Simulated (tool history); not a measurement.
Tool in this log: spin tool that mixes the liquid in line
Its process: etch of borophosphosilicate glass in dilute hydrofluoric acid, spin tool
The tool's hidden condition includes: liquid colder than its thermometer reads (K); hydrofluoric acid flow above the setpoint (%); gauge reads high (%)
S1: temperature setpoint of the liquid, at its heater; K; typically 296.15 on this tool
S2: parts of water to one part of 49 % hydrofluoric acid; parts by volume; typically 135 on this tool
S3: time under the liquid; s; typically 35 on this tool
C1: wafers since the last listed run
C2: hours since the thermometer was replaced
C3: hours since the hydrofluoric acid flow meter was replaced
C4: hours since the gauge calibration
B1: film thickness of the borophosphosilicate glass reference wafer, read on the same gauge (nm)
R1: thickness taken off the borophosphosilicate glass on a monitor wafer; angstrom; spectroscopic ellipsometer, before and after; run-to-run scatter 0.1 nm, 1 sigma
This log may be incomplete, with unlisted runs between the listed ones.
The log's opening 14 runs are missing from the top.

run 15 hour=908.4 | S1=296.15 S2=185 S3=35 | C1=661 C2=1390.4 C3=1102.3 C4=361.0 | B1=39.99 | R1=100.2
run 16 hour=971.3 | S1=298.15 S2=190 S3=45 | C1=854 C2=1453.3 C3=1165.2 C4=423.9 | B1=40.03 | R1=136.0
run 17 hour=1005.3 | S1=300.65 S2=135 S3=35 | C1=462 C2=1487.3 C3=1199.2 C4=457.9 | B1=40.00 | R1=173.8
run 18 hour=1051.9 | S1=296.15 S2=135 S3=35 | C1=633 C2=1533.9 C3=1245.8 C4=504.5 | B1=40.00 | R1=146.6
run 19 hour=1093.1 | S1=298.15 S2=135 S3=25 | C1=559 C2=1575.1 C3=1287.0 C4=545.7 | B1=40.01 | R1=113.4
-- hour=1140.1 thermometer replaced
run 20 hour=1156.9 | S1=291.15 S2=200 S3=45 | C1=853 C2=16.8 C3=1350.8 C4=609.5 | B1=40.00 | R1=96.3
-- hour=1169.3 hydrofluoric acid flow meter replaced
run 21 hour=1188.6 | S1=294.65 S2=135 S3=25 | C1=417 C2=48.5 C3=19.3 C4=641.2 | B1=40.00 | R1=97.7
run 22 hour=1214.3 | S1=300.15 S2=155 S3=25 | C1=349 C2=74.2 C3=45.0 C4=666.9 | B1=40.02 | R1=103.3
run 23 hour=1273.2 | S1=296.15 S2=105 S3=45 | C1=800 C2=133.1 C3=103.9 C4=725.8 | B1=39.99 | R1=249.8
run 24 hour=1317.4 | S1=296.15 S2=135 S3=30 | C1=600 C2=177.3 C3=148.1 C4=770.0 | B1=40.00 | R1=124.6
run 25 hour=1344.0 | S1=298.65 S2=135 S3=35 | C1=361 C2=203.9 C3=174.7 C4=796.6 | B1=39.99 | R1=160.3
run 26 hour=1410.4 | S1=296.15 S2=135 S3=35 | C1=902 C2=270.3 C3=241.1 C4=863.0 | B1=40.00 | R1=144.3
run 27 hour=1456.7 | S1=299.15 S2=135 S3=15 | C1=629 C2=316.6 C3=287.4 C4=909.3 | B1=39.99 | R1=70.4
run 28 hour=1512.6 | S1=301.15 S2=70 S3=15 | C1=759 C2=372.5 C3=343.3 C4=965.2 | B1=40.00 | R1=159.1
run 29 hour=1552.6 | S1=294.65 S2=80 S3=30 | C1=543 C2=412.5 C3=383.3 C4=1005.2 | B1=40.01 | R1=214.6
run 30 hour=1578.2 | S1=296.15 S2=135 S3=30 | C1=347 C2=438.1 C3=408.9 C4=1030.8 | B1=40.02 | R1=127.1
run 31 hour=1643.5 | S1=297.65 S2=135 S3=35 | C1=887 C2=503.4 C3=474.2 C4=1096.1 | B1=40.00 | R1=153.2

Predict each of these 5 candidate next runs independently; none follows another, all start after run 31:
run A hour=1643.9 | S1=296.15 S2=135 S3=35 | C1=5 C2=503.8 C3=474.6 C4=1096.5 | B1=? | R1=?
run B hour=1643.9 | S1=298.15 S2=205 S3=30 | C1=5 C2=503.8 C3=474.6 C4=1096.5 | B1=? | R1=?
run C hour=1643.9 | S1=292.15 S2=100 S3=40 | C1=5 C2=503.8 C3=474.6 C4=1096.5 | B1=? | R1=?
run D hour=1643.9 | S1=297.65 S2=105 S3=50 | C1=5 C2=503.8 C3=474.6 C4=1096.5 | B1=? | R1=?
run E hour=1643.9 | S1=292.15 S2=160 S3=30 | C1=5 C2=503.8 C3=474.6 C4=1096.5 | B1=? | R1=?

run=A B1=40.02 R1=145.8
run=B B1=40.02 R1=82.1
run=C B1=40.02 R1=199.1
run=D B1=40.02 R1=294.2
run=E B1=40.02 R1=87.7
Without the tool's unlogged condition, the same runs would have read:
run=A R1=145.8
run=B R1=82.1
run=C R1=199.1
run=D R1=294.2
run=E R1=87.7
